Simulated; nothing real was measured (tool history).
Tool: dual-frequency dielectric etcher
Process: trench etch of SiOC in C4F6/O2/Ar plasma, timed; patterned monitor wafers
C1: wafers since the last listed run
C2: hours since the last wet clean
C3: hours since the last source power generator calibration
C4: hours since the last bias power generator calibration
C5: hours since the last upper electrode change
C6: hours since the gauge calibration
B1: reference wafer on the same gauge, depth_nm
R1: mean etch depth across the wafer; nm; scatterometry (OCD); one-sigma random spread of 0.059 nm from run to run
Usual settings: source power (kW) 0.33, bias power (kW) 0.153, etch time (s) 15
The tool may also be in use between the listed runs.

run 1 hour=0 | source_power_(kW)=0.33 bias_power_(kW)=0.153 etch_time_(s)=15 | C1=0 C2=264.9 C3=2072.2 C4=1780.5 C5=3137.6 C6=359.9 | B1=30.21 | R1=26.25
run 2 hour=34.1 | source_power_(kW)=0.33 bias_power_(kW)=0.153 etch_time_(s)=15 | C1=496 C2=299 C3=2106.3 C4=1814.6 C5=3171.7 C6=394 | B1=30.17 | R1=26.17
run 3 hour=64.1 | source_power_(kW)=0.33 bias_power_(kW)=0.153 etch_time_(s)=15 | C1=436 C2=329 C3=2136.3 C4=1844.6 C5=3201.7 C6=424 | B1=30.18 | R1=26.3
run 4 hour=84 | source_power_(kW)=0.33 bias_power_(kW)=0.153 etch_time_(s)=15 | C1=289 C2=348.9 C3=2156.2 C4=1864.5 C5=3221.6 C6=443.9 | B1=30.19 | R1=26.38
-- hour=105 bias power generator calibrated
-- hour=111.9 source power generator calibrated
run 5 hour=112.4 | source_power_(kW)=0.33 bias_power_(kW)=0.153 etch_time_(s)=12 | C1=296 C2=377.3 C3=0.5 C4=7.4 C5=3250 C6=472.3 | B1=30.19 | R1=21.05
run 6 hour=125.9 | source_power_(kW)=0.33 bias_power_(kW)=0.168 etch_time_(s)=15 | C1=196 C2=390.8 C3=14 C4=20.9 C5=3263.5 C6=485.8 | B1=30.2 | R1=27.08
-- hour=135.1 gauge calibrated
run 7 hour=146.1 | source_power_(kW)=0.33 bias_power_(kW)=0.153 etch_time_(s)=15 | C1=293 C2=411 C3=34.2 C4=41.1 C5=3283.7 C6=11 | B1=30.21 | R1=26.4
run 8 hour=175 | source_power_(kW)=0.37 bias_power_(kW)=0.176 etch_time_(s)=19 | C1=420 C2=439.9 C3=63.1 C4=70 C5=3312.6 C6=39.9 | B1=30.19 | R1=37.49
run 9 hour=205.8 | source_power_(kW)=0.33 bias_power_(kW)=0.153 etch_time_(s)=11.5 | C1=448 C2=470.7 C3=93.9 C4=100.8 C5=3343.4 C6=70.7 | B1=30.19 | R1=20.35
-- hour=239.9 wet clean of the chamber
run 10 hour=240.4 | source_power_(kW)=0.33 bias_power_(kW)=0.153 etch_time_(s)=15 | C1=154 C2=0.5 C3=128.5 C4=135.4 C5=3378 C6=105.3 | B1=30.2 | R1=25.82
run 11 hour=250.4 | source_power_(kW)=0.33 bias_power_(kW)=0.186 etch_time_(s)=15 | C1=145 C2=10.5 C3=138.5 C4=145.4 C5=3388 C6=115.3 | B1=30.21 | R1=27.25
run 12 hour=269.3 | source_power_(kW)=0.27 bias_power_(kW)=0.139 etch_time_(s)=16.5 | C1=274 C2=29.4 C3=157.4 C4=164.3 C5=3406.9 C6=134.2 | B1=30.21 | R1=24.09
run 13 hour=291 | source_power_(kW)=0.29 bias_power_(kW)=0.153 etch_time_(s)=15 | C1=315 C2=51.1 C3=179.1 C4=186 C5=3428.6 C6=155.9 | B1=30.2 | R1=23.69
run 14 hour=314 | source_power_(kW)=0.33 bias_power_(kW)=0.141 etch_time_(s)=15 | C1=334 C2=74.1 C3=202.1 C4=209 C5=3451.6 C6=178.9 | B1=30.19 | R1=25.34
run 15 hour=349.2 | source_power_(kW)=0.41 bias_power_(kW)=0.153 etch_time_(s)=13.5 | C1=512 C2=109.3 C3=237.3 C4=244.2 C5=3486.8 C6=214.1 | B1=30.19 | R1=26.54
run 16 hour=365.2 | source_power_(kW)=0.4 bias_power_(kW)=0.178 etch_time_(s)=12.5 | C1=232 C2=125.3 C3=253.3 C4=260.2 C5=3502.8 C6=230.1 | B1=30.17 | R1=25.3
run 17 hour=383.8 | source_power_(kW)=0.33 bias_power_(kW)=0.153 etch_time_(s)=15 | C1=270 C2=143.9 C3=271.9 C4=278.8 C5=3521.4 C6=248.7 | B1=30.19 | R1=26
run 18 hour=402.2 | source_power_(kW)=0.39 bias_power_(kW)=0.14 etch_time_(s)=15 | C1=267 C2=162.3 C3=290.3 C4=297.2 C5=3539.8 C6=267.1 | B1=30.19 | R1=28.15
-- hour=429.4 upper electrode replaced
run 19 hour=429.9 | source_power_(kW)=0.33 bias_power_(kW)=0.153 etch_time_(s)=15 | C1=53 C2=190 C3=318 C4=324.9 C5=0.5 C6=294.8 | B1=30.17 | R1=26
run 20 hour=442.9 | source_power_(kW)=0.29 bias_power_(kW)=0.173 etch_time_(s)=19.5 | C1=189 C2=203 C3=331 C4=337.9 C5=13.5 C6=307.8 | B1=30.19 | R1=32.39
run 21 hour=465.5 | source_power_(kW)=0.3 bias_power_(kW)=0.121 etch_time_(s)=12.5 | C1=328 C2=225.6 C3=353.6 C4=360.5 C5=36.1 C6=330.4 | B1=30.21 | R1=19.21
run 22 hour=505 | source_power_(kW)=0.29 bias_power_(kW)=0.188 etch_time_(s)=19 | C1=574 C2=265.1 C3=393.1 C4=400 C5=75.6 C6=369.9 | B1=30.23 | R1=32.43
run 23 hour=528.4 | source_power_(kW)=0.33 bias_power_(kW)=0.189 etch_time_(s)=15 | C1=340 C2=288.5 C3=416.5 C4=423.4 C5=99 C6=393.3 | B1=30.19 | R1=27.86
run 24 hour=544.4 | source_power_(kW)=0.33 bias_power_(kW)=0.153 etch_time_(s)=15 | C1=232 C2=304.5 C3=432.5 C4=439.4 C5=115 C6=409.3 | B1=30.21 | R1=26.24
run 25 hour=557.2 | source_power_(kW)=0.33 bias_power_(kW)=0.13 etch_time_(s)=15 | C1=186 C2=317.3 C3=445.3 C4=452.2 C5=127.8 C6=422.1 | B1=30.2 | R1=25.08
run 26 hour=573 | source_power_(kW)=0.26 bias_power_(kW)=0.153 etch_time_(s)=17 | C1=229 C2=333.1 C3=461.1 C4=468 C5=143.6 C6=437.9 | B1=30.21 | R1=25.36
run 27 hour=607.1 | source_power_(kW)=0.33 bias_power_(kW)=0.176 etch_time_(s)=17.5 | C1=496 C2=367.2 C3=495.2 C4=502.1 C5=177.7 C6=472 | B1=30.19 | R1=32.11
-- hour=658.4 wet clean of the chamber
run 28 hour=658.9 | source_power_(kW)=0.41 bias_power_(kW)=0.153 etch_time_(s)=13.5 | C1=404 C2=0.5 C3=547 C4=553.9 C5=229.5 C6=523.8 | B1=30.19 | R1=26.31
run 29 hour=659.3 | source_power_(kW)=0.41 bias_power_(kW)=0.153 etch_time_(s)=13 | C1=5 C2=0.9 C3=547.4 C4=554.3 C5=229.9 C6=524.2 | B1=30.2 | R1=25.29

Give the tool's hidden conditions for every run:
source power that arrives over what is set, %: 0 on each run
bias power that arrives over what is set, %: 0 on each run
gauge reads high (%): 0 on each run
H1: etch rate over this chamber's usual, %
run=1 H1=1.66
run=2 H1=1.89
run=3 H1=2.09
run=4 H1=2.22
run=5 H1=2.41
run=6 H1=2.5
run=7 H1=2.63
run=8 H1=2.82
run=9 H1=3.03
run=10 H1=-0.131
run=11 H1=-0.0641
run=12 H1=0.0613
run=13 H1=0.205
run=14 H1=0.358
run=15 H1=0.592
run=16 H1=0.698
run=17 H1=0.822
run=18 H1=0.944
run=19 H1=1.13
run=20 H1=1.21
run=21 H1=1.36
run=22 H1=1.63
run=23 H1=1.78
run=24 H1=1.89
run=25 H1=1.97
run=26 H1=2.08
run=27 H1=2.3
run=28 H1=-0.359
run=29 H1=-0.357
